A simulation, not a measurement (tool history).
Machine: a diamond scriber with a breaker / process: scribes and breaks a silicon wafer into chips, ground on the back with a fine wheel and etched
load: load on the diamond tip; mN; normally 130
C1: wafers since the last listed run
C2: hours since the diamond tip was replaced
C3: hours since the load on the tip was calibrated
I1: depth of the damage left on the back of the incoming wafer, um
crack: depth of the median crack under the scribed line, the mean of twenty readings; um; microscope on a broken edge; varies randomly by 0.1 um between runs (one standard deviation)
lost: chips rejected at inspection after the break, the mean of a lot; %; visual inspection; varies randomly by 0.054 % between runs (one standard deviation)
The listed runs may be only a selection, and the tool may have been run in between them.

run 1 hour=0 | load=110 | C1=0 C2=257.1 C3=1297.2 | I1=0.48 | crack=11.13 lost=7.23
run 2 hour=7.2 | load=110 | C1=33 C2=264.3 C3=1304.4 | I1=0.48 | crack=11.03 lost=6.82
-- hour=15.1 diamond tip replaced by a new one
run 3 hour=17.1 | load=152 | C1=36 C2=2 C3=1314.3 | I1=0.76 | crack=14.34 lost=1.39
run 4 hour=23.6 | load=152 | C1=30 C2=8.5 C3=1320.8 | I1=0.31 | crack=14.45 lost=1.4
run 5 hour=73 | load=107 | C1=230 C2=57.9 C3=1370.2 | I1=0.57 | crack=10.95 lost=6.44
run 6 hour=84.5 | load=107 | C1=53 C2=69.4 C3=1381.7 | I1=0.39 | crack=10.88 lost=6.8
run 7 hour=96.3 | load=107 | C1=55 C2=81.2 C3=1393.5 | I1=0.4 | crack=10.83 lost=6.58
run 8 hour=103.2 | load=130 | C1=32 C2=88.1 C3=1400.4 | I1=0.45 | crack=12.38 lost=2.29
run 9 hour=119.5 | load=105 | C1=76 C2=104.4 C3=1416.7 | I1=0.54 | crack=10.59 lost=7.7
run 10 hour=133.3 | load=105 | C1=64 C2=118.2 C3=1430.5 | I1=0.69 | crack=10.71 lost=7.84
run 11 hour=148.6 | load=105 | C1=71 C2=133.5 C3=1445.8 | I1=0.67 | crack=10.64 lost=8.14
run 12 hour=193.6 | load=154 | C1=210 C2=178.5 C3=1490.8 | I1=0.58 | crack=13.72 lost=1.24
run 13 hour=202.1 | load=154 | C1=39 C2=187 C3=1499.3 | I1=0.61 | crack=13.73 lost=1.16
run 14 hour=212.3 | load=130 | C1=47 C2=197.2 C3=1509.5 | I1=0.61 | crack=12.04 lost=2.98
-- hour=227.9 diamond tip replaced by a new one
run 15 hour=228.4 | load=130 | C1=65 C2=0.5 C3=1525.6 | I1=0.58 | crack=12.59 lost=1.89
run 16 hour=236.3 | load=117 | C1=36 C2=8.4 C3=1533.5 | I1=0.69 | crack=11.81 lost=4.17
run 17 hour=253.8 | load=117 | C1=81 C2=25.9 C3=1551 | I1=0.37 | crack=11.58 lost=4.3
run 18 hour=267.2 | load=130 | C1=62 C2=39.3 C3=1564.4 | I1=0.41 | crack=12.3 lost=2.37
run 19 hour=284.2 | load=130 | C1=79 C2=56.3 C3=1581.4 | I1=0.55 | crack=12.29 lost=2.7
run 20 hour=299.8 | load=130 | C1=72 C2=71.9 C3=1597 | I1=0.56 | crack=12.22 lost=2.8
run 21 hour=312.9 | load=146 | C1=61 C2=85 C3=1610.1 | I1=0.5 | crack=13.05 lost=1.5
run 22 hour=329.5 | load=151 | C1=77 C2=101.6 C3=1626.7 | I1=0.49 | crack=13.64 lost=1.35
run 23 hour=342.7 | load=141 | C1=61 C2=114.8 C3=1639.9 | I1=0.76 | crack=12.65 lost=1.86
run 24 hour=360.5 | load=164 | C1=83 C2=132.6 C3=1657.7 | I1=0.32 | crack=14.08 lost=1.14
run 25 hour=370.7 | load=130 | C1=47 C2=142.8 C3=1667.9 | I1=0.49 | crack=11.83 lost=3.12
run 26 hour=385.5 | load=159 | C1=69 C2=157.6 C3=1682.7 | I1=0.77 | crack=13.58 lost=1.25
run 27 hour=397.7 | load=96 | C1=57 C2=169.8 C3=1694.9 | I1=0.4 | crack=9.67 lost=13.74

Predict the results of run 28:
run 28 hour=441.4 | load=94 | C1=204 C2=213.5 C3=1738.6 | I1=0.32 | crack=? lost=?

{"run 28": {"crack": 9.4, "lost": 16.59}}
With the hidden condition absent and the run-to-run variation left alone, this run would have shown crack 10.97 um, lost 6.9 %.

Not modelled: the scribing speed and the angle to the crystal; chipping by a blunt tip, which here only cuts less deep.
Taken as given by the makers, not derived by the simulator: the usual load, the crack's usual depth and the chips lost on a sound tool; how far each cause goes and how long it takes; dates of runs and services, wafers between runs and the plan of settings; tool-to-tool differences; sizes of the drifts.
